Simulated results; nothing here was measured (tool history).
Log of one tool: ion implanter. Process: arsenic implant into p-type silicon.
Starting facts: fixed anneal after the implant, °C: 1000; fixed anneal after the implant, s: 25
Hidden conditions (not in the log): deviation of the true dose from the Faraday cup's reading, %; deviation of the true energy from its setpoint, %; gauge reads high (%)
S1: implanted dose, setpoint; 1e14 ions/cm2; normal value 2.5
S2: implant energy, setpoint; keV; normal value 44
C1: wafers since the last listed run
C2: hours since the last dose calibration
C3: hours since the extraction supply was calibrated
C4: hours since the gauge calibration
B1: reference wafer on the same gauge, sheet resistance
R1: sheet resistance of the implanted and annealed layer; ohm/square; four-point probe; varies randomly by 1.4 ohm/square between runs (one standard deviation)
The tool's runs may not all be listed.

| run | hour | S1 | S2 | C1 | C2 | C3 | C4 | B1 | R1 |
|---|---|---|---|---|---|---|---|---|---|
| 1 | 0 | 2.5 | 40.5 | 0 | 517.6 | 5982.8 | 1187 | 295.11 | 327.02 |
|  | 34.5 | gauge calibrated |
| 2 | 69.7 | 2.5 | 40.5 | 1257 | 587.3 | 6052.5 | 35.2 | 295.15 | 325.67 |
| 3 | 115.7 | 2.5 | 44 | 830 | 633.3 | 6098.5 | 81.2 | 294.73 | 324.09 |
| 4 | 185.7 | 2.5 | 44 | 1263 | 703.3 | 6168.5 | 151.2 | 294.9 | 320.9 |
| 5 | 251.5 | 2.5 | 44 | 1187 | 769.1 | 6234.3 | 217 | 294.59 | 321.13 |
| 6 | 303.3 | 2.5 | 44 | 934 | 820.9 | 6286.1 | 268.8 | 294.98 | 321.51 |
| 7 | 341.9 | 2.5 | 44 | 696 | 859.5 | 6324.7 | 307.4 | 295.01 | 322.1 |
| 8 | 397.7 | 2.5 | 44 | 1006 | 915.3 | 6380.5 | 363.2 | 294.93 | 322.53 |
| 9 | 447.7 | 2.5 | 44 | 902 | 965.3 | 6430.5 | 413.2 | 294.92 | 325.07 |
| 10 | 487.2 | 2.5 | 44 | 712 | 1004.8 | 6470 | 452.7 | 295.03 | 324.78 |
| 11 | 518 | 2.5 | 44 | 555 | 1035.6 | 6500.8 | 483.5 | 294.62 | 326.54 |
| 12 | 557.5 | 2.5 | 44 | 712 | 1075.1 | 6540.3 | 523 | 294.92 | 322.64 |
| 13 | 606.3 | 2.5 | 44 | 880 | 1123.9 | 6589.1 | 571.8 | 295.01 | 320.47 |
| 14 | 654.8 | 2.5 | 44 | 875 | 1172.4 | 6637.6 | 620.3 | 295.11 | 324.6 |
| 15 | 716.5 | 2.5 | 44 | 1113 | 1234.1 | 6699.3 | 682 | 294.97 | 322.8 |
| 16 | 761.3 | 2.5 | 48 | 808 | 1278.9 | 6744.1 | 726.8 | 294.81 | 320.44 |
| 17 | 830.5 | 2.5 | 44 | 1248 | 1348.1 | 6813.3 | 796 | 294.75 | 322.94 |
| 18 | 869.1 | 2.5 | 44 | 696 | 1386.7 | 6851.9 | 834.6 | 295.2 | 322.2 |
| 19 | 903.6 | 2.5 | 44 | 622 | 1421.2 | 6886.4 | 869.1 | 295.04 | 323.16 |
| 20 | 959.3 | 2.5 | 44 | 1005 | 1476.9 | 6942.1 | 924.8 | 294.88 | 322.43 |
| 21 | 1090.2 | 3.06 | 57 | 2362 | 1607.8 | 7073 | 1055.7 | 295.05 | 269.53 |
|  | 1101.6 | extraction supply calibrated |
| 22 | 1131 | 2.5 | 44 | 591 | 1648.6 | 29.4 | 1096.5 | 294.67 | 324.52 |
|  | 1167.9 | Faraday cup replaced and dose calibrated |
| 23 | 1168.4 | 1.93 | 38.5 | 530 | 0.5 | 66.8 | 1133.9 | 295.06 | 385.18 |
|  | 1211.9 | gauge calibrated |
| 24 | 1220.6 | 2.5 | 59 | 941 | 52.7 | 119 | 8.7 | 294.95 | 299.98 |
| 25 | 1261.1 | 2.5 | 44 | 730 | 93.2 | 159.5 | 49.2 | 295.15 | 311.18 |
| 26 | 1289.9 | 2.5 | 44 | 519 | 122 | 188.3 | 78 | 295.01 | 314.72 |
| 27 | 1331.1 | 3.05 | 44 | 743 | 163.2 | 229.5 | 119.2 | 295.11 | 271.75 |
| 28 | 1375.2 | 2.5 | 44 | 795 | 207.3 | 273.6 | 163.3 | 295.2 | 315.3 |
| 29 | 1435.9 | 2.24 | 53 | 1095 | 268 | 334.3 | 224 | 295.23 | 331.88 |
| 30 | 1487.9 | 3.11 | 55.5 | 938 | 320 | 386.3 | 276 | 295 | 260.3 |
| 31 | 1520.8 | 1.77 | 32.5 | 593 | 352.9 | 419.2 | 308.9 | 294.75 | 426.26 |
| 32 | 1559 | 2.87 | 57 | 689 | 391.1 | 457.4 | 347.1 | 295.25 | 276.52 |
| 33 | 1630.4 | 2.5 | 39.5 | 1288 | 462.5 | 528.8 | 418.5 | 295.21 | 320.13 |
| 34 | 1666.8 | 2.94 | 58.5 | 656 | 498.9 | 565.2 | 454.9 | 294.85 | 269.6 |
| 35 | 1715.8 | 2.04 | 52.5 | 884 | 547.9 | 614.2 | 503.9 | 295.08 | 357.09 |
| 36 | 1776.1 | 2.84 | 34 | 1088 | 608.2 | 674.5 | 564.2 | 295.07 | 300.53 |
| 37 | 1803.7 | 1.94 | 54.5 | 498 | 635.8 | 702.1 | 591.8 | 295.27 | 369.19 |
| 38 | 1845.6 | 2.5 | 44 | 756 | 677.7 | 744 | 633.7 | 295.14 | 320.43 |

Consider 3 possible next runs. They are alternatives, not a sequence: every one starts from the tool as it was left by run 38. What does each give?
| A | 1846 | 2.5 | 44 | 7 | 678.1 | 744.4 | 634.1 | ? | ? |
| B | 1846 | 1.92 | 50 | 7 | 678.1 | 744.4 | 634.1 | ? | ? |
| C | 1846 | 3.06 | 32 | 7 | 678.1 | 744.4 | 634.1 | ? | ? |

| run | B1 | R1 |
|---|---|---|
| A | 294.8 | 318.99 |
| B | 294.8 | 377.61 |
| C | 294.8 | 287.86 |
Stripped of hidden state, with their random variation kept, the same runs would have yielded:
| run | R1 |
|---|---|
| A | 312.34 |
| B | 370.02 |
| C | 281.69 |
